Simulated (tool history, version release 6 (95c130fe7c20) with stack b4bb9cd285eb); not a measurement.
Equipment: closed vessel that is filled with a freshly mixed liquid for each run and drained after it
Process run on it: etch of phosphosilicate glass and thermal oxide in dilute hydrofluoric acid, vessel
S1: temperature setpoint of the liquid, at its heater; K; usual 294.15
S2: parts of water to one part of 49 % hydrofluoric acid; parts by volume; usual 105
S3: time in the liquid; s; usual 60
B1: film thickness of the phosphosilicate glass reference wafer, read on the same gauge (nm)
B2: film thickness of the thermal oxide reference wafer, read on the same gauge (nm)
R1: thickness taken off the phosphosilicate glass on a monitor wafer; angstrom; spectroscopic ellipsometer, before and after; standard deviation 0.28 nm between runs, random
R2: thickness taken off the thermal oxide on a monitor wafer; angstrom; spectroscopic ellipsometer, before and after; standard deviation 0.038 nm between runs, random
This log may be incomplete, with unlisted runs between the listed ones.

run,hour,S1,S2,S3,B1,B2,R1,R2
1,0.0,291.15,105,60,70.00,90.000,486.1,24.11
2,13.9,294.15,105,60,70.00,90.024,557.3,27.30
3,40.1,297.15,105,60,70.01,89.993,627.1,30.66
4,56.8,294.15,105,60,69.99,90.008,556.6,26.98
5,68.4,298.65,140,60,70.00,90.013,479.4,23.55
6,82.5,292.15,80,60,69.99,89.970,691.5,34.38
7,99.6,294.15,105,60,70.00,89.987,559.0,27.58
8,113.0,294.15,105,60,70.01,90.044,556.9,27.77
9,119.9,296.65,80,70,69.99,90.038,978.3,48.62
10,132.8,297.15,65,60,70.00,90.023,1068.9,51.14
11,150.3,294.15,150,60,69.99,89.975,374.1,18.73
12,167.2,292.15,80,60,69.99,90.024,692.8,34.45
13,174.2,294.15,105,60,70.01,90.000,566.2,27.61
14,192.2,297.15,105,60,70.01,89.982,633.3,31.36
15,206.4,294.15,65,70,70.01,89.987,1115.8,55.31
# hour 211.0: thermometer replaced
# hour 214.9: gauge calibrated
16,217.7,298.15,105,85,69.99,89.990,888.7,44.08
17,233.9,290.65,90,45,70.01,89.994,409.3,19.82
18,244.2,296.15,70,75,69.98,90.019,1127.3,57.28
19,252.5,294.15,105,60,70.00,89.987,530.3,26.13
20,264.0,292.15,105,60,70.01,89.979,495.7,23.80
21,275.5,298.15,75,60,70.01,90.030,913.1,45.88
22,289.8,291.65,90,80,69.99,89.975,766.2,37.46
23,296.8,294.15,105,60,70.01,90.006,534.3,25.68
24,312.8,295.65,120,45,70.00,90.012,371.4,17.93
25,328.6,294.15,90,60,70.01,89.994,638.1,31.21
26,343.8,294.15,135,60,70.00,89.964,404.8,20.54

Measured less the same run without the tool's hidden state. The same run-to-run variation is in both; the gauge's scatter may not be:
The hidden state here: liquid hotter than its thermometer reads (K); hydrofluoric acid flow above the setpoint (%); gauge reads high (%).
run,R1,R2
1,+38.9,+1.93
2,+44.4,+2.17
3,+50.6,+2.47
4,+47.1,+2.29
5,+39.1,+1.92
6,+62.0,+3.08
7,+49.8,+2.45
8,+50.4,+2.51
9,+88.8,+4.41
10,+98.9,+4.73
11,+34.8,+1.74
12,+68.5,+3.41
13,+55.1,+2.69
14,+61.5,+3.04
15,+114.3,+5.67
16,+34.8,+1.72
17,+17.1,+0.82
18,+47.5,+2.41
19,+23.0,+1.13
20,+22.4,+1.07
21,+41.6,+2.09
22,+36.9,+1.81
23,+26.0,+1.25
24,+18.5,+0.90
25,+33.3,+1.63
26,+21.8,+1.11

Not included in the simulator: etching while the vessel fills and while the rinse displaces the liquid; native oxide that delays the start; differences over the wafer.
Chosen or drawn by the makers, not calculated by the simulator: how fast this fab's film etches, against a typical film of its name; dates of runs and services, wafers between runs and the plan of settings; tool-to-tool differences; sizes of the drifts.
